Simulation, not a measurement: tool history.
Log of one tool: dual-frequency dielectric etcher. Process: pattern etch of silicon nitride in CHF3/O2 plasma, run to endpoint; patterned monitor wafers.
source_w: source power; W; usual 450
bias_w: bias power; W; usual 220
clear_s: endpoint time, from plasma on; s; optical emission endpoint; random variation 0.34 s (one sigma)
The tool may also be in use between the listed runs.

| run | day | source_w | bias_w | incoming incoming film thickness, nm | clear_s |
|---|---|---|---|---|---|
| 1 | 0.000 | 450 | 180 | 72.7 | 49.8 |
| 2 | 1.354 | 450 | 180 | 73.3 | 49.6 |
| 3 | 2.517 | 450 | 180 | 73.5 | 51.0 |
| 4 | 3.983 | 510 | 199 | 72.9 | 46.0 |
| 5 | 5.608 | 510 | 199 | 73.4 | 46.7 |
| 6 | 6.679 | 510 | 199 | 72.7 | 46.0 |
|  | 7.362 | bias power generator calibrated |
| 7 | 7.938 | 410 | 220 | 73.1 | 46.9 |
|  | 9.275 | upper electrode replaced, of another model than before |
|  | 10.096 | wet clean of the chamber |
| 8 | 10.117 | 450 | 180 | 73.5 | 51.0 |
| 9 | 11.192 | 410 | 172 | 73.2 | 53.1 |
| 10 | 14.129 | 450 | 168 | 73.0 | 51.8 |
| 11 | 15.671 | 410 | 263 | 73.6 | 47.5 |
|  | 17.667 | source power generator calibrated |
| 12 | 17.688 | 420 | 245 | 73.4 | 47.7 |
| 13 | 20.592 | 450 | 167 | 72.9 | 50.0 |
| 14 | 21.817 | 530 | 220 | 73.8 | 44.2 |
| 15 | 23.621 | 370 | 200 | 73.2 | 51.7 |

Forecast each of these 3 alternatives for the next run:
| A | 23.638 | 450 | 196 | 73.1 | ? |
| B | 23.638 | 520 | 269 | 73.1 | ? |
| C | 23.638 | 510 | 254 | 73.1 | ? |

| run | clear_s |
|---|---|
| A | 47.8 |
| B | 41.5 |
| C | 42.5 |
Without the tool's hidden state the same runs would have given:
| run | clear_s |
|---|---|
| A | 49.3 |
| B | 42.9 |
| C | 43.9 |
